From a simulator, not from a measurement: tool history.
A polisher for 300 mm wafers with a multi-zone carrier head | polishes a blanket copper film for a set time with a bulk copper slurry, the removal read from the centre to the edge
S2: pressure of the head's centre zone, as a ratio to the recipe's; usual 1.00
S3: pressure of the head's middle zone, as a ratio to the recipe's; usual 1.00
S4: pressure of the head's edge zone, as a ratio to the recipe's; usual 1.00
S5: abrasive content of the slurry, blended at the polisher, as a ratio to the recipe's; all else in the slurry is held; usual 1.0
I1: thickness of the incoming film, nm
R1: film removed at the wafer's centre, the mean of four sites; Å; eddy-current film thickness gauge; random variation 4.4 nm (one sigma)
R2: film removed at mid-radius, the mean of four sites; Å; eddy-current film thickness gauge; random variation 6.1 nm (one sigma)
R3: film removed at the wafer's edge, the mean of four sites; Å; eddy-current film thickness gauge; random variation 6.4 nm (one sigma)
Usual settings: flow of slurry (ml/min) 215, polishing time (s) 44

Run 1, hour 0.0: usual settings but S3 1.07; I1 2905.9. Result: R1 5284 Å, R2 5496 Å, R3 5326 Å.
Run 2, hour 89.3: usual settings but polishing time (s) 53; I1 2913.5. Result: R1 6301 Å, R2 6177 Å, R3 6327 Å.
Run 3, hour 191.4: usual settings but flow of slurry (ml/min) 255, S3 1.07, S4 1.08; I1 2907.6. Result: R1 5411 Å, R2 5575 Å, R3 5488 Å.
Run 4, hour 269.5: usual settings; I1 2910.2. Result: R1 5250 Å, R2 5105 Å, R3 5297 Å.
Run 5, hour 306.9: usual settings but S2 1.08, S3 0.90; I1 2898.1. Result: R1 5553 Å, R2 4719 Å, R3 5189 Å.
Run 6, hour 363.2: usual settings; I1 2917.0. Result: R1 5104 Å, R2 5140 Å, R3 5126 Å.
Run 7, hour 427.1: usual settings but flow of slurry (ml/min) 285, S4 0.96, S5 1.1; I1 2888.5. Result: R1 5544 Å, R2 5535 Å, R3 5494 Å.
Run 8, hour 468.2: usual settings but flow of slurry (ml/min) 290, S2 1.09, S3 1.11, polishing time (s) 34; I1 2953.1. Result: R1 4634 Å, R2 4581 Å, R3 4189 Å.
Run 9, hour 538.9: usual settings; I1 2982.6. Result: R1 5268 Å, R2 5189 Å, R3 5278 Å.
Run 10, hour 622.1: usual settings but flow of slurry (ml/min) 180, S3 1.10, polishing time (s) 31; I1 2892.0. Result: R1 3585 Å, R2 3861 Å, R3 3534 Å.
Run 11, hour 711.2: usual settings but flow of slurry (ml/min) 160, S3 1.05; I1 2953.5. Result: R1 4996 Å, R2 5120 Å, R3 5053 Å.
Run 12, hour 757.5: usual settings but flow of slurry (ml/min) 255, S3 0.90; I1 2887.8. Result: R1 5292 Å, R2 4716 Å, R3 5389 Å.
Run 13, hour 859.1: usual settings; I1 2946.1. Result: R1 5054 Å, R2 5086 Å, R3 5093 Å.
Run 14, hour 959.4: usual settings but S2 1.09; I1 2882.3. Result: R1 5691 Å, R2 5143 Å, R3 5260 Å.
Run 15, hour 1029.9: usual settings but flow of slurry (ml/min) 195, polishing time (s) 57; I1 2902.6. Result: R1 6701 Å, R2 6642 Å, R3 6726 Å.
Run 16, hour 1076.8: usual settings but flow of slurry (ml/min) 195, S3 1.07; I1 2958.1. Result: R1 5210 Å, R2 5338 Å, R3 5130 Å.
Run 17, hour 1149.3: usual settings but S2 0.91, S4 1.12; I1 2869.8. Result: R1 4806 Å, R2 5209 Å, R3 5350 Å.
Run 18, hour 1232.8: usual settings; I1 2976.3. Result: R1 5205 Å, R2 5167 Å, R3 5190 Å.
Run 19, hour 1284.1: usual settings; I1 2895.9. Result: R1 5214 Å, R2 5194 Å, R3 5061 Å.
Run 20, hour 1329.9: usual settings but flow of slurry (ml/min) 160, S2 1.04, S3 1.11; I1 2875.6. Result: R1 5015 Å, R2 5334 Å, R3 5084 Å.
Run 21, hour 1400.1: usual settings but flow of slurry (ml/min) 245, S3 1.04, S4 0.93; I1 2895.4. Result: R1 5198 Å, R2 5305 Å, R3 4994 Å.
Run 22, hour 1443.9: usual settings but S2 0.95; I1 2918.5. Result: R1 4815 Å, R2 5011 Å, R3 5113 Å.

Not shown: 7 entries that the log had between the listed runs. Between which runs, and how does the tool's hidden state differ before and after?
Between runs 1 and 2: slurry nozzle cleaned (hour 79.1)
  removal rate lost through wear of the pad, %: 0.163 -> 0.49
  measured less the result without the state, R1: -8 -> -31 Å; R2: -9 -> -30 Å; R3: -8 -> -31 Å
Between runs 6 and 7: worn pad replaced by a new one (hour 368.9)
  removal rate lost through wear of the pad, %: 2.67 -> 0.206
  measured less the result without the state, R1: -141 -> -12 Å; R2: -141 -> -11 Å; R3: -140 -> -12 Å
Between runs 12 and 13: centre zone pressure recalibrated (hour 762.5)
  removal rate lost through wear of the pad, %: 1.96 -> 3.02
  measured less the result without the state, R1: -106 -> -157 Å; R2: -94 -> -158 Å; R3: -107 -> -158 Å
Between runs 13 and 14: edge zone pressure recalibrated (hour 864.6); slurry nozzle cleaned (hour 885.0); worn pad replaced by a new one (hour 902.8)
  removal rate lost through wear of the pad, %: 3.02 -> 0.0655
  measured less the result without the state, R1: -157 -> -4 Å; R2: -158 -> -4 Å; R3: -158 -> -3 Å
Between runs 20 and 21: carrier head's membrane replaced by a new one (hour 1399.6)
  removal rate lost through wear of the pad, %: 2.19 -> 2.96
  measured less the result without the state, R1: -112 -> -159 Å; R2: -120 -> -162 Å; R3: -114 -> -152 Å
